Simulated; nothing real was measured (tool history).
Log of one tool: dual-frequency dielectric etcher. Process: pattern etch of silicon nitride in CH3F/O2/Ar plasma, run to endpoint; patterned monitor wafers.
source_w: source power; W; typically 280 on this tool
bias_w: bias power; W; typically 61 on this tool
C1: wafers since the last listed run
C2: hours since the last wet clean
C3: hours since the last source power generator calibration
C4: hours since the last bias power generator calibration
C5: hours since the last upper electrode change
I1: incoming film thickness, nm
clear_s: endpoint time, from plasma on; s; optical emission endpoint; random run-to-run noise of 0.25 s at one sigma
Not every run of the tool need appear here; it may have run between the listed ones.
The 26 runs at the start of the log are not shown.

run 27 hour=428.6 | source_w=280 bias_w=61 | C1=87 C2=294.6 C3=127.7 C4=2418.9 C5=69 | I1=36.9 | clear_s=66.3
-- hour=432.9 bias power generator calibrated
run 28 hour=445.5 | source_w=230 bias_w=61 | C1=127 C2=311.5 C3=144.6 C4=12.6 C5=85.9 | I1=37.04 | clear_s=69.3
run 29 hour=455.3 | source_w=250 bias_w=53 | C1=97 C2=321.3 C3=154.4 C4=22.4 C5=95.7 | I1=36.66 | clear_s=71.1
run 30 hour=494 | source_w=280 bias_w=61 | C1=383 C2=360 C3=193.1 C4=61.1 C5=134.4 | I1=36.6 | clear_s=65.8
run 31 hour=546.7 | source_w=240 bias_w=75 | C1=522 C2=412.7 C3=245.8 C4=113.8 C5=187.1 | I1=36.84 | clear_s=63.7
run 32 hour=559.5 | source_w=350 bias_w=48 | C1=126 C2=425.5 C3=258.6 C4=126.6 C5=199.9 | I1=37.06 | clear_s=68.1
run 33 hour=576.6 | source_w=280 bias_w=61 | C1=169 C2=442.6 C3=275.7 C4=143.7 C5=217 | I1=36.7 | clear_s=65.7
run 34 hour=587.1 | source_w=230 bias_w=56 | C1=104 C2=453.1 C3=286.2 C4=154.2 C5=227.5 | I1=36.74 | clear_s=70.6
run 35 hour=603.2 | source_w=280 bias_w=47 | C1=159 C2=469.2 C3=302.3 C4=170.3 C5=243.6 | I1=36.83 | clear_s=71.3

Alternative continuations, all from the tool just after run 35; predict every row:
run A hour=603.6 | source_w=280 bias_w=61 | C1=3 C2=469.6 C3=302.7 C4=170.7 C5=244 | I1=36.94 | clear_s=?
run B hour=603.6 | source_w=280 bias_w=50 | C1=3 C2=469.6 C3=302.7 C4=170.7 C5=244 | I1=36.94 | clear_s=?
run C hour=603.6 | source_w=220 bias_w=68 | C1=3 C2=469.6 C3=302.7 C4=170.7 C5=244 | I1=36.94 | clear_s=?
run D hour=603.6 | source_w=220 bias_w=61 | C1=3 C2=469.6 C3=302.7 C4=170.7 C5=244 | I1=36.94 | clear_s=?

run=A clear_s=66.3
run=B clear_s=70.6
run=C clear_s=67.5
run=D clear_s=70
Without the tool's hidden state the same runs would have given:
run=A clear_s=67.4
run=B clear_s=71.7
run=C clear_s=68.6
run=D clear_s=71.1
